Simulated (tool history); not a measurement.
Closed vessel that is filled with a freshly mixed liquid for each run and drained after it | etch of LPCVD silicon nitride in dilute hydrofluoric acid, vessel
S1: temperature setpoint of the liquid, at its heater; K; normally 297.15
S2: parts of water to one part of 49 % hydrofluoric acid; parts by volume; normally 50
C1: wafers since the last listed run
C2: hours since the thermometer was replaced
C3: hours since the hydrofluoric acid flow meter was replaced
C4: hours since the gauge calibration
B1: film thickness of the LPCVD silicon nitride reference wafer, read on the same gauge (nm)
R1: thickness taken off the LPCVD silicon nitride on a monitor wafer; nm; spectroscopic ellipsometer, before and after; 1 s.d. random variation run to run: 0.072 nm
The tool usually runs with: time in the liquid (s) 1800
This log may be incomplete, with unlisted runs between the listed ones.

Run 1, hour 0: usual settings; C1 0; C2 1291.9; C3 190.1; C4 1328.9; B1 100.03. Result: R1 20.52 nm.
Run 2, hour 81.8: usual settings; C1 4518; C2 1373.7; C3 271.9; C4 1410.7; B1 99.99. Result: R1 20.6 nm.
Run 3, hour 163.7: usual settings; C1 4523; C2 1455.6; C3 353.8; C4 1492.6; B1 100. Result: R1 20.6 nm.
Run 4, hour 247.2: usual settings but S1 293.15 K; C1 4612; C2 1539.1; C3 437.3; C4 1576.1; B1 100.01. Result: R1 15.74 nm.
Run 5, hour 285.7: usual settings but S1 293.15 K; C1 2126; C2 1577.6; C3 475.8; C4 1614.6; B1 100. Result: R1 15.65 nm.
Run 6, hour 333.7: usual settings but S1 293.15 K; C1 2651; C2 1625.6; C3 523.8; C4 1662.6; B1 100. Result: R1 15.65 nm.
Run 7, hour 371.5: usual settings; C1 2087; C2 1663.4; C3 561.6; C4 1700.4; B1 99.99. Result: R1 20.71 nm.
Run 8, hour 458: usual settings; C1 4777; C2 1749.9; C3 648.1; C4 1786.9; B1 100.01. Result: R1 20.76 nm.
Run 9, hour 501.8: usual settings; C1 2419; C2 1793.7; C3 691.9; C4 1830.7; B1 100. Result: R1 20.96 nm.
Run 10, hour 605.3: usual settings; C1 5717; C2 1897.2; C3 795.4; C4 1934.2; B1 100. Result: R1 20.79 nm.
Run 11, hour 645.5: usual settings; C1 2220; C2 1937.4; C3 835.6; C4 1974.4; B1 99.98. Result: R1 20.92 nm.
At hour 733.6: hydrofluoric acid flow meter replaced.
Run 12, hour 752.7: usual settings but time in the liquid (s) 2090; C1 5866; C2 2044.6; C3 19.1; C4 2081.6; B1 100. Result: R1 23.76 nm.
Run 13, hour 822.8: usual settings; C1 3872; C2 2114.7; C3 89.2; C4 2151.7; B1 100. Result: R1 20.55 nm.
Run 14, hour 1020.3: usual settings; C1 10909; C2 2312.2; C3 286.7; C4 2349.2; B1 100.01. Result: R1 20.64 nm.
Run 15, hour 1079.4: usual settings but S1 294.15 K, S2 35 parts by volume; C1 3264; C2 2371.3; C3 345.8; C4 2408.3; B1 100.01. Result: R1 23.89 nm.
Run 16, hour 1161.4: usual settings; C1 4529; C2 2453.3; C3 427.8; C4 2490.3; B1 100.03. Result: R1 20.58 nm.
Run 17, hour 1269.4: usual settings but S1 293.65 K, S2 75 parts by volume, time in the liquid (s) 2100; C1 5965; C2 2561.3; C3 535.8; C4 2598.3; B1 100.02. Result: R1 12.86 nm.
Run 18, hour 1327.6: usual settings but S1 294.65 K; C1 3214; C2 2619.5; C3 594; C4 2656.5; B1 100. Result: R1 17.6 nm.
Run 19, hour 1384.2: usual settings; C1 3126; C2 2676.1; C3 650.6; C4 2713.1; B1 100.01. Result: R1 20.91 nm.
Run 20, hour 1471.3: usual settings; C1 4811; C2 2763.2; C3 737.7; C4 2800.2; B1 100.02. Result: R1 20.78 nm.
Run 21, hour 1526.3: usual settings but S1 294.65 K, S2 40 parts by volume, time in the liquid (s) 905; C1 3038; C2 2818.2; C3 792.7; C4 2855.2; B1 100.02. Result: R1 11.03 nm.
At hour 1530: hydrofluoric acid flow meter replaced.
At hour 1573.4: thermometer replaced.
Run 22, hour 1612.8: usual settings but S1 300.65 K, S2 30 parts by volume, time in the liquid (s) 900; C1 4667; C2 39.4; C3 82.8; C4 2941.7; B1 100. Result: R1 21.37 nm.
Run 23, hour 1652.2: usual settings but S1 295.15 K, S2 55 parts by volume, time in the liquid (s) 2300; C1 2176; C2 78.8; C3 122.2; C4 2981.1; B1 99.98. Result: R1 20.83 nm.
At hour 1733.1: gauge calibrated.
Run 24, hour 1752.7: usual settings but S1 295.65 K, S2 25 parts by volume, time in the liquid (s) 2765; C1 5551; C2 179.3; C3 222.7; C4 19.6; B1 100.02. Result: R1 55.94 nm.
Run 25, hour 1845.3: usual settings but time in the liquid (s) 2550; C1 5114; C2 271.9; C3 315.3; C4 112.2; B1 99.99. Result: R1 28.98 nm.
Run 26, hour 1945.1: usual settings; C1 5512; C2 371.7; C3 415.1; C4 212; B1 100.03. Result: R1 20.75 nm.
Run 27, hour 2038.4: usual settings but S1 299.65 K, S2 70 parts by volume, time in the liquid (s) 2085; C1 5153; C2 465; C3 508.4; C4 305.3; B1 100.01. Result: R1 20.29 nm.
Run 28, hour 2092.8: usual settings but S2 30 parts by volume, time in the liquid (s) 735; C1 3004; C2 519.4; C3 562.8; C4 359.7; B1 100.01. Result: R1 13.93 nm.
Run 29, hour 2220.6: usual settings but S2 35 parts by volume, time in the liquid (s) 2445; C1 7059; C2 647.2; C3 690.6; C4 487.5; B1 99.99. Result: R1 40.07 nm.
Run 30, hour 2280.8: usual settings but S1 295.15 K; C1 3325; C2 707.4; C3 750.8; C4 547.7; B1 100. Result: R1 18.14 nm.

Run 31 has not been measured yet. What should we expect?
Run 31, hour 2321.8: usual settings but S1 300.65 K, S2 30 parts by volume, time in the liquid (s) 900; C1 2264; C2 748.4; C3 791.8; C4 588.7; B1 ?. Result: R1 ?.

{"run 31": {"B1": 100, "R1": 21.73}}
Minus the tool's unlogged condition, the same run would have read R1 21.27 nm.
